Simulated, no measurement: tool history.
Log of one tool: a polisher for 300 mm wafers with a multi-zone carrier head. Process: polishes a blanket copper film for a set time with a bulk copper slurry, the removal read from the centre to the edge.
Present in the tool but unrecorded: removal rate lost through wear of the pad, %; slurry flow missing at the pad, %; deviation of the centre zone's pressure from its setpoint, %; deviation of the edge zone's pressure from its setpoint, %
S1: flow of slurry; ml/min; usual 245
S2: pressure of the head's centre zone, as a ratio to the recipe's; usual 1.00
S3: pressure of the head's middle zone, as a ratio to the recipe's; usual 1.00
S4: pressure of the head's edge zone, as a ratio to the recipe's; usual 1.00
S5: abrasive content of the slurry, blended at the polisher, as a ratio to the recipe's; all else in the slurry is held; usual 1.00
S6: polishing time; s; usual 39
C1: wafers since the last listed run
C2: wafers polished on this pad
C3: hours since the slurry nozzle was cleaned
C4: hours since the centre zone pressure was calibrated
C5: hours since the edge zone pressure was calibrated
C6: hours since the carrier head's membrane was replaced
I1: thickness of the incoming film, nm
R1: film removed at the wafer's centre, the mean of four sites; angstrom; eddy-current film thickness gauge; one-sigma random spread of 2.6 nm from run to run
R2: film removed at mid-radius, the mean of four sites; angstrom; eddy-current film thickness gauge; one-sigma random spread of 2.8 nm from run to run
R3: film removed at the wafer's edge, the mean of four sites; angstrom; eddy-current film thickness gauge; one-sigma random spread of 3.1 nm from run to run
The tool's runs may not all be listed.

run    hour   S1    S2    S3    S4    S5  S6    C1    C2     C3     C4      C5     C6      I1    R1    R2    R3
  1     0.0  245  1.08  1.00  0.95  1.00  39     0  2652   98.5  697.6   583.1   61.0  2271.1  3609  3604  3634
  2    59.1  280  1.00  0.96  0.94  0.80  39   700  3353  157.6  756.7   642.2  120.1  2247.7  3095  3335  3361
  3    97.4  245  0.89  0.90  1.06  1.15  39   453  3807  195.9  795.0   680.5  158.4  2252.2  3001  3481  3993
      105.0  -- centre zone pressure recalibrated
  4   200.7  285  1.07  0.94  0.90  1.00  39  1200  5008  299.2   95.7   783.8  261.7  2249.7  3951  3478  3529
  5   244.1  190  1.00  0.89  0.93  1.20  39   514  5522  342.6  139.1   827.2  305.1  2246.1  3607  3313  3654
  6   282.6  200  1.00  1.00  1.00  1.00  39   456  5978  381.1  177.6   865.7  343.6  2220.0  3413  3439  3502
  7   386.7  245  1.10  1.00  1.00  1.00  49  1233  7212  485.2  281.7   969.8  447.7  2252.8  4748  4399  4515
      391.3  -- worn pad replaced by a new one
  8   434.5  245  1.00  0.90  1.06  1.00  39   519   512  533.0  329.5  1017.6  495.5  2223.6  3540  3401  3815
  9   515.3  245  0.95  1.00  1.00  0.85  29   957  1469  613.8  410.3  1098.4  576.3  2252.1  2329  2576  2614
      532.6  -- slurry nozzle cleaned
      590.9  -- edge zone pressure recalibrated
 10   606.9  245  1.00  1.00  0.90  1.00  39  1050  2520   74.3  501.9    16.0  667.9  2227.5  3418  3590  3511
      641.5  -- carrier head's membrane replaced by a new one
 11   681.1  245  1.00  1.00  1.03  1.00  39   820  3340  148.5  576.1    90.2   39.6  2262.4  3367  3576  3761
 12   784.8  245  1.00  1.00  1.00  0.75  39  1229  4569  252.2  679.8   193.9  143.3  2230.6  2984  3290  3334
 13   839.4  315  0.90  1.09  1.00  1.00  39   647  5216  306.8  734.4   248.5  197.9  2225.7  3052  3880  3636
      883.4  -- centre zone pressure recalibrated
 14   891.4  245  1.00  1.00  1.00  1.00  39   592  5809  358.8    8.0   300.5  249.9  2243.9  3661  3537  3620
 15   982.8  245  1.00  1.00  0.94  1.00  39  1083  6892  450.2   99.4   391.9  341.3  2232.5  3543  3489  3501
 16  1075.7  245  1.00  0.88  0.89  1.25  32  1101  7993  543.1  192.3   484.8  434.2  2207.7  3005  2761  2940
 17  1135.2  245  1.00  0.92  1.00  0.75  39   705  8699  602.6  251.8   544.3  493.7  2242.7  3050  2864  3164
     1197.4  -- worn pad replaced by a new one
 18  1231.1  245  1.05  0.88  0.97  1.00  47  1089   398  698.5  347.7   640.2  589.6  2258.2  4486  3978  4464
     1238.9  -- slurry nozzle cleaned
 19  1305.5  245  1.00  1.00  0.94  1.00  39   870  1268   66.6  422.1   714.6  664.0  2226.9  3539  3617  3580
     1379.8  -- carrier head's membrane replaced by a new one
 20  1402.5  245  1.00  1.00  1.00  1.00  39  1090  2359  163.6  519.1   811.6   22.7  2266.3  3478  3626  3740
 21  1450.4  310  1.00  1.06  1.11  1.10  39   567  2927  211.5  567.0   859.5   70.6  2204.7  3626  3979  4144

What if the next run were any one of these 4? Each begins from the tool's condition after run 21:
  A  1450.8  245  0.96  1.00  1.00  1.00  39   4  2931  211.9  567.4  859.9  71.0  2262.8   ?   ?   ?
  B  1450.8  245  0.97  0.90  1.00  1.00  39   4  2931  211.9  567.4  859.9  71.0  2262.8   ?   ?   ?
  C  1450.8  245  0.90  0.90  0.93  1.00  39   4  2931  211.9  567.4  859.9  71.0  2262.8   ?   ?   ?
  D  1450.8  245  1.00  1.00  1.00  1.00  45   4  2931  211.9  567.4  859.9  71.0  2262.8   ?   ?   ?

run    R1    R2    R3
  A  3285  3567  3719
  B  3318  3313  3723
  C  3075  3315  3608
  D  3951  4115  4291
Stripped of hidden state, with their random variation kept, the same runs would have yielded:
run    R1    R2    R3
  A  3553  3605  3759
  B  3588  3348  3763
  C  3327  3349  3646
  D  4272  4158  4337

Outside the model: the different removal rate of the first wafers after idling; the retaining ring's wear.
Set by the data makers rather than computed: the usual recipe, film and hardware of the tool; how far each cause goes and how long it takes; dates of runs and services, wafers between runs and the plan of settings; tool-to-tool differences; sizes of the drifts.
